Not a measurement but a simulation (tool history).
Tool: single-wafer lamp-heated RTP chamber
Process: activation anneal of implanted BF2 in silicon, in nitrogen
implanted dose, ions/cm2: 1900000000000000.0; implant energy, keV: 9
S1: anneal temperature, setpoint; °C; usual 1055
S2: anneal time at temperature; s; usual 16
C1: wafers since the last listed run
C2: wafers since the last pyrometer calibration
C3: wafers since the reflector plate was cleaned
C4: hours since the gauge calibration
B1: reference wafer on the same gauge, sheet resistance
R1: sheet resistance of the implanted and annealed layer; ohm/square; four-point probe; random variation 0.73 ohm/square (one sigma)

run 1 hour=0 | S1=1055 S2=18 | C1=0 C2=996 C3=5525 C4=409.4 | B1=147.17 | R1=130.44
-- hour=7.5 reflector plate cleaned
run 2 hour=48.3 | S1=1055 S2=18 | C1=911 C2=1908 C3=911 C4=457.7 | B1=147.17 | R1=132.06
run 3 hour=103.1 | S1=1055 S2=18 | C1=1224 C2=3132 C3=2136 C4=512.5 | B1=147 | R1=130.57
run 4 hour=194.5 | S1=1055 S2=16 | C1=2042 C2=5175 C3=4179 C4=603.9 | B1=146.91 | R1=132.94
run 5 hour=221.9 | S1=1055 S2=16 | C1=612 C2=5788 C3=4791 C4=631.3 | B1=147.09 | R1=131.42
-- hour=250.2 reflector plate cleaned
-- hour=266.1 pyrometer window cleaned and pyrometer calibrated
run 6 hour=271.5 | S1=1055 S2=16 | C1=750 C2=121 C3=296 C4=680.9 | B1=146.66 | R1=135.69
run 7 hour=310.5 | S1=1055 S2=16 | C1=871 C2=992 C3=1168 C4=719.9 | B1=146.91 | R1=136.1
run 8 hour=343.9 | S1=1055 S2=16 | C1=746 C2=1739 C3=1915 C4=753.3 | B1=146.84 | R1=134.42
-- hour=539 reflector plate cleaned
run 9 hour=541.3 | S1=1055 S2=16 | C1=4233 C2=5972 C3=50 C4=950.7 | B1=147.12 | R1=131.58
run 10 hour=565.5 | S1=1055 S2=16 | C1=540 C2=6513 C3=591 C4=974.9 | B1=146.86 | R1=130.25
-- hour=576.5 pyrometer window cleaned and pyrometer calibrated
run 11 hour=607 | S1=1055 S2=16 | C1=748 C2=680 C3=1340 C4=1016.4 | B1=147.37 | R1=136.33
run 12 hour=633.2 | S1=1055 S2=16 | C1=585 C2=1266 C3=1925 C4=1042.6 | B1=146.67 | R1=134.46
run 13 hour=683.3 | S1=1070 S2=19 | C1=1119 C2=2385 C3=3045 C4=1092.7 | B1=147.09 | R1=112.07
run 14 hour=740.1 | S1=1084 S2=7 | C1=1269 C2=3655 C3=4315 C4=1149.5 | B1=146.84 | R1=132.02
-- hour=771.5 gauge calibrated
run 15 hour=776.1 | S1=1055 S2=16 | C1=804 C2=4460 C3=5119 C4=4.6 | B1=146.79 | R1=132.89
-- hour=795.5 reflector plate cleaned
-- hour=820 pyrometer window cleaned and pyrometer calibrated
run 16 hour=823.8 | S1=1055 S2=23 | C1=708 C2=84 C3=454 C4=52.3 | B1=146.99 | R1=122.03
run 17 hour=862 | S1=1080 S2=7 | C1=853 C2=938 C3=1308 C4=90.5 | B1=147.21 | R1=137.9
-- hour=1038.3 reflector plate cleaned
run 18 hour=1038.8 | S1=1074 S2=9 | C1=3772 C2=4711 C3=10 C4=267.3 | B1=146.63 | R1=131.65
run 19 hour=1070.9 | S1=1068 S2=21 | C1=717 C2=5428 C3=728 C4=299.4 | B1=146.75 | R1=108.18
-- hour=1101.5 pyrometer window cleaned and pyrometer calibrated
run 20 hour=1136.3 | S1=1055 S2=18 | C1=1282 C2=778 C3=2011 C4=364.8 | B1=146.96 | R1=130.68
run 21 hour=1187.3 | S1=1055 S2=16 | C1=1139 C2=1918 C3=3150 C4=415.8 | B1=146.76 | R1=134.98
run 22 hour=1218.3 | S1=1055 S2=16 | C1=692 C2=2610 C3=3843 C4=446.8 | B1=147.46 | R1=135.18
run 23 hour=1272.8 | S1=1055 S2=16 | C1=1218 C2=3829 C3=5061 C4=501.3 | B1=146.89 | R1=133.97
-- hour=1284.9 reflector plate cleaned
run 24 hour=1316.1 | S1=1077 S2=24 | C1=788 C2=4618 C3=697 C4=544.6 | B1=147.31 | R1=98.01
run 25 hour=1354.3 | S1=1076 S2=19 | C1=853 C2=5471 C3=1550 C4=582.8 | B1=146.54 | R1=104.93

Forecast each of these 3 alternatives for the next run:
run A hour=1354.7 | S1=1055 S2=16 | C1=8 C2=5480 C3=1559 C4=583.2 | B1=? | R1=?
run B hour=1354.7 | S1=1074 S2=12 | C1=8 C2=5480 C3=1559 C4=583.2 | B1=? | R1=?
run C hour=1354.7 | S1=1069 S2=7 | C1=8 C2=5480 C3=1559 C4=583.2 | B1=? | R1=?

run=A B1=146.69 R1=132.72
run=B B1=146.69 R1=122.92
run=C B1=146.69 R1=148.1
Without the tool's hidden state the same runs would have given:
run=A R1=136.78
run=B R1=126.37
run=C R1=152.45
